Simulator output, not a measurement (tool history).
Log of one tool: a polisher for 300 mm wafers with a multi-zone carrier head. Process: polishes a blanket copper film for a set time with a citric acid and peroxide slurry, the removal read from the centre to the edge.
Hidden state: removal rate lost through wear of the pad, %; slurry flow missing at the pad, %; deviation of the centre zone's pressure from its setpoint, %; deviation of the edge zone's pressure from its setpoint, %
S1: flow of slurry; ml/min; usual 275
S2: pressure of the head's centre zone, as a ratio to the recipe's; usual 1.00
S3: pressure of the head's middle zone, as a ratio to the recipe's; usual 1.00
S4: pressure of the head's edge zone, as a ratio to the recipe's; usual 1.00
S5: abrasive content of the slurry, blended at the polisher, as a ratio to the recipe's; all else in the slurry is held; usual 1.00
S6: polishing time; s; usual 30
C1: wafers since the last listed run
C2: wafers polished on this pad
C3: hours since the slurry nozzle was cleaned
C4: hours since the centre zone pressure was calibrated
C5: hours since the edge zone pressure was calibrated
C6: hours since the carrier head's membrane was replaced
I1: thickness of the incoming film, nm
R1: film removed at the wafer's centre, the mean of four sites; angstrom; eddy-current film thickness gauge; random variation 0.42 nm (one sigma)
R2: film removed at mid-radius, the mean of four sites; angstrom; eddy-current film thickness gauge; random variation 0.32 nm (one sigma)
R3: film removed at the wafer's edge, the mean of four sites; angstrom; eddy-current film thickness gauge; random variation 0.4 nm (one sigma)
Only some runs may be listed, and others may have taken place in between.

run	hour	S1	S2	S3	S4	S5	S6	C1	C2	C3	C4	C5	C6	I1	R1	R2	R3
1	0.0	275	1.07	1.00	1.00	1.00	23	0	2888	130.9	463.4	1020.7	781.6	1153.0	252	240	233
# hour 25.2: worn pad replaced by a new one
2	30.8	275	1.07	1.00	1.00	1.00	23	429	90	161.7	494.2	1051.5	812.4	1172.7	271	258	250
3	55.7	275	1.00	1.00	1.00	1.00	30	399	489	186.6	519.1	1076.4	837.3	1151.0	327	336	331
4	85.7	275	1.00	1.00	1.00	1.00	30	481	970	216.6	549.1	1106.4	867.3	1147.6	326	330	328
5	106.8	275	1.00	1.00	1.00	1.00	30	338	1309	237.7	570.2	1127.5	888.4	1155.9	323	327	316
6	124.5	275	1.00	1.00	1.00	0.85	30	283	1593	255.4	587.9	1145.2	906.1	1130.5	314	320	311
# hour 148.6: carrier head's membrane replaced by a new one
7	154.0	275	0.96	1.00	1.00	1.00	27	392	1986	284.9	617.4	1174.7	5.4	1157.0	276	287	282
8	169.7	275	1.10	0.97	1.11	1.00	30	251	2237	300.6	633.1	1190.4	21.1	1138.7	336	314	328
9	191.6	275	1.00	1.00	1.00	1.10	30	351	2589	322.5	655.0	1212.3	43.0	1153.5	308	318	311
# hour 205.8: worn pad replaced by a new one
# hour 224.1: slurry nozzle cleaned
10	246.9	275	1.00	1.00	1.00	1.00	30	806	643	22.8	710.3	1267.6	98.3	1153.9	324	340	335

Run 11, settings as shown, results not yet in. Your forecast:
11	280.8	195	1.00	1.00	1.00	1.20	30	543	1187	56.7	744.2	1301.5	132.2	1168.1	?	?	?

For run 11 the tool returned R1 321 angstrom, R2 333 angstrom, R3 332 angstrom.
Without the tool's hidden state the same run would have given R1 339 angstrom, R2 338 angstrom, R3 337 angstrom.
